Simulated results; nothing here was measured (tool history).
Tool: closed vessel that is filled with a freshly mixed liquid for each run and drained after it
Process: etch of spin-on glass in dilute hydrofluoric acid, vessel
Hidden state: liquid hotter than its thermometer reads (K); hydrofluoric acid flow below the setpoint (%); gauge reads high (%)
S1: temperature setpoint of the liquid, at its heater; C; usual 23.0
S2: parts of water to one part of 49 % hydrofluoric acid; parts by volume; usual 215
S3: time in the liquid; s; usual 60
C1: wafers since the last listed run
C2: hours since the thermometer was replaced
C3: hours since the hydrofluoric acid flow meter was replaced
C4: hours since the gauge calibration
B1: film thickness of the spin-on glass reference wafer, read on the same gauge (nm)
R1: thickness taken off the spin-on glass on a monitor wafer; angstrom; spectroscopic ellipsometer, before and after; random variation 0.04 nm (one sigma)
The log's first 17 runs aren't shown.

run      day    S1   S2  S3     C1      C2     C3      C4      B1     R1
      54.092  -- gauge calibrated
 18   55.692  26.0  215  60   9484  1408.5  567.4    38.4  109.99  121.7
      57.300  -- hydrofluoric acid flow meter replaced
 19   59.708  23.0  215  45  13170  1504.9   57.8   134.8  110.01   84.1
 20   61.646  18.5  145  35   6419  1551.4  104.3   181.3  110.01   88.3
 21   65.450  19.0  260  50  12604  1642.7  195.6   272.6  110.00   63.6
      66.675  -- thermometer replaced
 22   69.571  27.5  320  60  13515    69.5  294.5   371.5  110.02   76.2
 23   73.625  25.0  140  70  13433   166.8  391.8   468.8  109.99  228.1
 24   77.475  23.0  215  60  12756   259.2  484.2   561.2  110.01  108.1
 25   81.233  21.0  215  60  12452   349.4  574.4   651.4  109.99  100.1
 26   85.725  23.0  215  40  14882   457.2  682.2   759.2  110.01   71.5
      88.108  -- hydrofluoric acid flow meter replaced
 27   88.158  23.0  215  70   7924   515.6    1.2   817.6  110.00  129.6
 28   91.908  25.5  300  45  12425   605.6   91.2   907.6  110.00   59.8
 29   95.012  23.0  215  60  10285   680.1  165.7   982.1  109.98  109.8
 30   96.675  27.0  315  60   5508   720.0  205.6  1022.0  110.01   77.8
 31   98.862  25.5  265  70   7248   772.5  258.1  1074.5  109.99  108.6
 32  103.271  23.0  215  60  14606   878.3  363.9  1180.3  110.02  110.2

Forecast each of these 5 alternatives for the next run:
  A  103.300  23.0  275  60  96  879.0  364.6  1181.0   ?   ?
  B  103.300  26.0  320  90  96  879.0  364.6  1181.0   ?   ?
  C  103.300  23.0  215  30  96  879.0  364.6  1181.0   ?   ?
  D  103.300  23.0  165  60  96  879.0  364.6  1181.0   ?   ?
  E  103.300  19.0  160  40  96  879.0  364.6  1181.0   ?   ?

run      B1     R1
  A  109.99   81.3
  B  109.99  111.0
  C  109.99   55.3
  D  109.99  152.2
  E  109.99   90.1
Without the tool's hidden state the same runs would have given:
run     R1
  A   81.3
  B  111.2
  C   55.2
  D  151.7
  E   89.7
